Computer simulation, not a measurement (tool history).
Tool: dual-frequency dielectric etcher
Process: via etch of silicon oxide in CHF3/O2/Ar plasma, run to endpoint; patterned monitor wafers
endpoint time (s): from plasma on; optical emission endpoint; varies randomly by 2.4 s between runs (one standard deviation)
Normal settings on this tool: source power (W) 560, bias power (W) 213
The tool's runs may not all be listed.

run	hour	source power (W)	bias power (W)	wafers since the last listed run	hours since the last wet clean	hours since the last source power generator calibration	hours since the last bias power generator calibration	hours since the last upper electrode change	incoming incoming film thickness, nm	endpoint time (s)
1	0	560	213	0	270	1377.6	2409.5	4284.2	645.2	330.2
2	133.8	560	213	602	403.8	1511.4	2543.3	4418	650.1	341.6
# hour 182: wet clean of the chamber
3	182.4	560	213	110	0.4	1560	2591.9	4466.6	648.8	334.9
4	249.4	560	213	301	67.4	1627	2658.9	4533.6	654.5	335.1
5	285.2	560	213	161	103.2	1662.8	2694.7	4569.4	646.2	334.2
6	344.2	560	213	265	162.2	1721.8	2753.7	4628.4	646.2	335.6
7	391.2	560	213	211	209.2	1768.8	2800.7	4675.4	652.7	340.4
8	440.4	480	213	221	258.4	1818	2849.9	4724.6	642.1	353.3
9	486.1	480	213	205	304.1	1863.7	2895.6	4770.3	645.7	353.9
10	535.5	560	213	222	353.5	1913.1	2945	4819.7	643.9	338.2
# hour 606.1: wet clean of the chamber
11	661	560	213	456	54.9	2038.6	3070.5	4945.2	644.9	328.1
12	690.8	560	213	134	84.7	2068.4	3100.3	4975	644	334.6
13	748.5	450	187	259	142.4	2126.1	3158	5032.7	650.8	384.5
14	805.9	610	169	258	199.8	2183.5	3215.4	5090.1	651	365.8
# hour 849.9: upper electrode replaced
15	856.3	630	239	118	250.2	2233.9	3265.8	6.4	646.6	301.8
16	902.5	560	257	207	296.4	2280.1	3312	52.6	646.4	305.2
17	948.5	560	254	207	342.4	2326.1	3358	98.6	650.1	312
# hour 1023.3: wet clean of the chamber
18	1023.8	560	213	230	0.5	2401.4	3433.3	173.9	646.2	329.2
# hour 1036.8: bias power generator calibrated
19	1040.2	560	213	55	16.9	2417.8	3.4	190.3	651	326.6
# hour 1081.6: source power generator calibrated
20	1082.1	500	161	170	58.8	0.5	45.3	232.2	646.1	393.3
21	1119.7	630	239	169	96.4	38.1	82.9	269.8	649.5	301.5
22	1330.8	560	213	950	307.5	249.2	294	480.9	646.9	336.5
23	1366.6	560	189	161	343.3	285	329.8	516.7	649.3	364.7
24	1438.2	560	213	322	414.9	356.6	401.4	588.3	643.3	334.3

Branching from run 24: 3 alternative next runs. What would each branch give?
A	1438.7	560	244	2	415.4	357.1	401.9	588.8	650.1	?
B	1438.7	680	192	2	415.4	357.1	401.9	588.8	650.1	?
C	1438.7	650	166	2	415.4	357.1	401.9	588.8	650.1	?

run	endpoint time (s)
A	321.3
B	340.2
C	373.1
Without the tool's hidden state the same runs would have given:
run	endpoint time (s)
A	310.1
B	328.3
C	360
